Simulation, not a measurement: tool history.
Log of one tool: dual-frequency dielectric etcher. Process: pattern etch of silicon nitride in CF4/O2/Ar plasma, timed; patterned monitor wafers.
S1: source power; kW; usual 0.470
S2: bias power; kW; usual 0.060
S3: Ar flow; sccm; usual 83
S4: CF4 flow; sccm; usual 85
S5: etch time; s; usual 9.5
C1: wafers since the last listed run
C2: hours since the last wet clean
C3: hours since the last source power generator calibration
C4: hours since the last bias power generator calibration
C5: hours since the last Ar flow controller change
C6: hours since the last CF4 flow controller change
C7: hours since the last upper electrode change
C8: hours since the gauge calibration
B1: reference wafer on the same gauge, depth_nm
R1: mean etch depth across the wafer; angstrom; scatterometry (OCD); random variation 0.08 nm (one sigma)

run   hour     S1     S2   S3   S4    S5    C1     C2      C3      C4     C5     C6      C7      C8     B1     R1
  1    0.0  0.470  0.060   83   85   9.5     0  309.9  2088.0  1265.7  197.5   35.6  4491.6   267.3  20.19  168.5
  2   29.3  0.440  0.060   69   68   9.5   625  339.2  2117.3  1295.0  226.8   64.9  4520.9   296.6  20.21  155.7
      57.2  -- wet clean of the chamber
  3   64.4  0.430  0.068   77  100   9.5   237    7.2  2152.4  1330.1  261.9  100.0  4556.0   331.7  20.19  168.5
  4  122.1  0.470  0.060   89   80   9.5  1232   64.9  2210.1  1387.8  319.6  157.7  4613.7   389.4  20.18  170.3
     188.0  -- upper electrode replaced
  5  190.5  0.470  0.060   83   85   9.5   948  133.3  2278.5  1456.2  388.0  226.1     2.5   457.8  20.20  171.2
  6  234.0  0.420  0.060   83   94   9.5   928  176.8  2322.0  1499.7  431.5  269.6    46.0   501.3  20.19  154.2
  7  267.3  0.470  0.060   83   85  11.0   711  210.1  2355.3  1533.0  464.8  302.9    79.3   534.6  20.22  199.6
     281.7  -- bias power generator calibrated
  8  337.1  0.470  0.060   83   85   9.5  1405  279.9  2425.1    55.4  534.6  372.7   149.1   604.4  20.20  169.4
     364.2  -- source power generator calibrated
  9  369.3  0.580  0.060   83   85   9.5   602  312.1     5.1    87.6  566.8  404.9   181.3   636.6  20.21  210.3
 10  420.6  0.470  0.073   83   85   9.5  1095  363.4    56.4   138.9  618.1  456.2   232.6   687.9  20.20  179.1
     444.8  -- wet clean of the chamber
 11  469.1  0.470  0.060   83   85   9.5   523   24.3   104.9   187.4  666.6  504.7   281.1   736.4  20.18  176.7
 12  523.6  0.470  0.065   83   85   9.5  1163   78.8   159.4   241.9  721.1  559.2   335.6   790.9  20.20  178.4
 13  565.5  0.380  0.060   83   85   8.0   894  120.7   201.3   283.8  763.0  601.1   377.5   832.8  20.20  115.8
 14  606.9  0.470  0.060   89   80   9.5   884  162.1   242.7   325.2  804.4  642.5   418.9   874.2  20.21  170.1
 15  646.4  0.470  0.060  103   95  11.0   843  201.6   282.2   364.7  843.9  682.0   458.4   913.7  20.18  195.3
 16  696.5  0.470  0.060   67   85   9.5  1069  251.7   332.3   414.8  894.0  732.1   508.5   963.8  20.23  174.4
 17  758.2  0.470  0.048   83   85   9.5  1317  313.4   394.0   476.5  955.7  793.8   570.2  1025.5  20.22  157.4

Run 18 comes next. What will it give?
     818.4  -- wet clean of the chamber
 18  818.9  0.470  0.060  83  85  9.5  783  0.5  454.7  537.2  1016.4  854.5  630.9  1086.2   ?   ?

{"run 18": {"B1": 20.22, "R1": 172.7}}
Without the tool's hidden state the same run would have given R1 174.3 angstrom.

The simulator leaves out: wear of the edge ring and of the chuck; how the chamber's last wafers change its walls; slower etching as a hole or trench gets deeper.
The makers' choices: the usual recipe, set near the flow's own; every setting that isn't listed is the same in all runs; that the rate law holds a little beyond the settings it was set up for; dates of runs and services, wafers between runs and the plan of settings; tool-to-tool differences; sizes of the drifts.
